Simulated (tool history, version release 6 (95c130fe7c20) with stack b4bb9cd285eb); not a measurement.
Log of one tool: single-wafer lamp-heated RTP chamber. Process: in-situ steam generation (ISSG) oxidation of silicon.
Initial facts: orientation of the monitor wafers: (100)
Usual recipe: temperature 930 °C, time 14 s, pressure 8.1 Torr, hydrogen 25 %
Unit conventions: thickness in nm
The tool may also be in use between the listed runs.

run   hour  temperature  time  pressure  hydrogen  wafers since the last listed run  wafers since the last pyrometer calibration  hours since the pressure gauge was zeroed  hours since the hydrogen flow controller was replaced  hours since the gauge calibration  read-back reference wafer on the same gauge, thickness  thickness
  1      0          930    14       8.1        25                                 0                                         3554                                     2907.7                                                 4792.2                              463.5                                                   3.578        3.9
  2   10.2          930    14       8.1        25                               148                                         3702                                     2917.9                                                 4802.4                              473.7                                                   3.578      3.909
  3   23.8          930    18       8.1        25                               197                                         3899                                     2931.5                                                   4816                              487.3                                                   3.579      4.279
  4     37          930    14       8.1        25                               191                                         4091                                     2944.7                                                 4829.2                              500.5                                                   3.581      3.902
      50.7  -- pyrometer window cleaned and pyrometer calibrated
  5   51.2          930    14       8.1        25                                90                                            6                                     2958.9                                                 4843.4                              514.7                                                    3.58      3.877
  6   54.1          930    14       8.1        25                                42                                           48                                     2961.8                                                 4846.3                              517.6                                                   3.582      3.885
      61.6  -- gauge calibrated
  7   70.3          930    14       8.1        25                               235                                          284                                       2978                                                 4862.5                                8.7                                                   3.579      3.886
  8   83.8          930    14       8.1        21                               196                                          480                                     2991.5                                                   4876                               22.2                                                    3.58       3.72
  9   93.8          930    14       8.1        21                               145                                          625                                     3001.5                                                   4886                               32.2                                                   3.577      3.715
 10  108.5          930    14       8.1        25                               213                                          838                                     3016.2                                                 4900.7                               46.9                                                    3.58      3.896
 11  118.4          930    14       8.1        25                               143                                          982                                     3026.1                                                 4910.6                               56.8                                                   3.582      3.891
 12  129.2          930    14       8.1        25                               156                                         1139                                     3036.9                                                 4921.4                               67.6                                                   3.578      3.882
 13  143.7          917    14       8.1        25                               210                                         1349                                     3051.4                                                 4935.9                               82.1                                                   3.581      3.795
 14  153.2          924    10       9.4        17                               137                                         1487                                     3060.9                                                 4945.4                               91.6                                                   3.581      3.078
     187.3  -- pressure gauge zeroed
 15  202.5          930    14       8.1        25                               599                                         2087                                       15.2                                                 4994.7                              140.9                                                    3.58      3.896
 16    215          930    19       8.9        25                               181                                         2269                                       27.7                                                 5007.2                              153.4                                                   3.581      4.318
 17  228.5          930    10       8.8        20                               196                                         2465                                       41.2                                                 5020.7                              166.9                                                   3.578       3.26
 18  246.2          935    16       9.1        25                               257                                         2722                                       58.9                                                 5038.4                              184.6                                                   3.578      4.098
       259  -- hydrogen flow controller replaced
 19  263.6          946    16       8.1        25                               136                                         2858                                       76.3                                                    4.6                                202                                                   3.579      4.267
 20  277.2          942    14       8.1        15                               197                                         3056                                       89.9                                                   18.2                              215.6                                                    3.58      3.557
 21    329          930    17       8.1        25                               752                                         3808                                      141.7                                                     70                              267.4                                                   3.582      4.174
 22  338.8          930    14       7.4        18                               142                                         3950                                      151.5                                                   79.8                              277.2                                                   3.581      3.605
 23  346.8          930    12       8.1        25                               116                                         4067                                      159.5                                                   87.8                              285.2                                                   3.582      3.695
       362  -- pyrometer window cleaned and pyrometer calibrated
 24  362.5          930    14       8.1        25                               111                                            7                                      175.2                                                  103.5                              300.9                                                   3.581      3.871
 25  367.3          936    14       8.7        25                                69                                           77                                        180                                                  108.3                              305.7                                                   3.579      3.914
 26  382.4          915    12       7.5        20                               219                                          296                                      195.1                                                  123.4                              320.8                                                   3.579      3.371
 27  393.1          930    14       8.1        25                               155                                          452                                      205.8                                                  134.1                              331.5                                                   3.578      3.889
 28  402.5          930    14       9.1        32                               136                                          588                                      215.2                                                  143.5                              340.9                                                   3.579      4.083
 29  414.7          914    19       8.8        18                               177                                          765                                      227.4                                                  155.7                              353.1                                                   3.582      3.851
 30  425.9          930    14       8.1        25                               162                                          928                                      238.6                                                  166.9                              364.3                                                   3.582       3.89
 31  432.6          947    14       8.1        25                                97                                         1025                                      245.3                                                  173.6                                371                                                   3.581      4.056

Alternative continuations, all from the tool just after run 31; predict every row:
  A   433          930    16       8.1        25                                 5                                         1031                                      245.7                                                    174                              371.4                                                       ?          ?
  B   433          936    14         7        19                                 5                                         1031                                      245.7                                                    174                              371.4                                                       ?          ?
  C   433          930    14       9.4        25                                 5                                         1031                                      245.7                                                    174                              371.4                                                       ?          ?
  D   433          948     9       7.1        19                                 5                                         1031                                      245.7                                                    174                              371.4                                                       ?          ?

run  read-back reference wafer on the same gauge, thickness  thickness
  A                                                    3.58      4.076
  B                                                    3.58      3.667
  C                                                    3.58      3.826
  D                                                    3.58      3.212
What these runs would have given with no unlogged condition in the tool:
run  thickness
  A      4.058
  B      3.652
  C       3.81
  D        3.2

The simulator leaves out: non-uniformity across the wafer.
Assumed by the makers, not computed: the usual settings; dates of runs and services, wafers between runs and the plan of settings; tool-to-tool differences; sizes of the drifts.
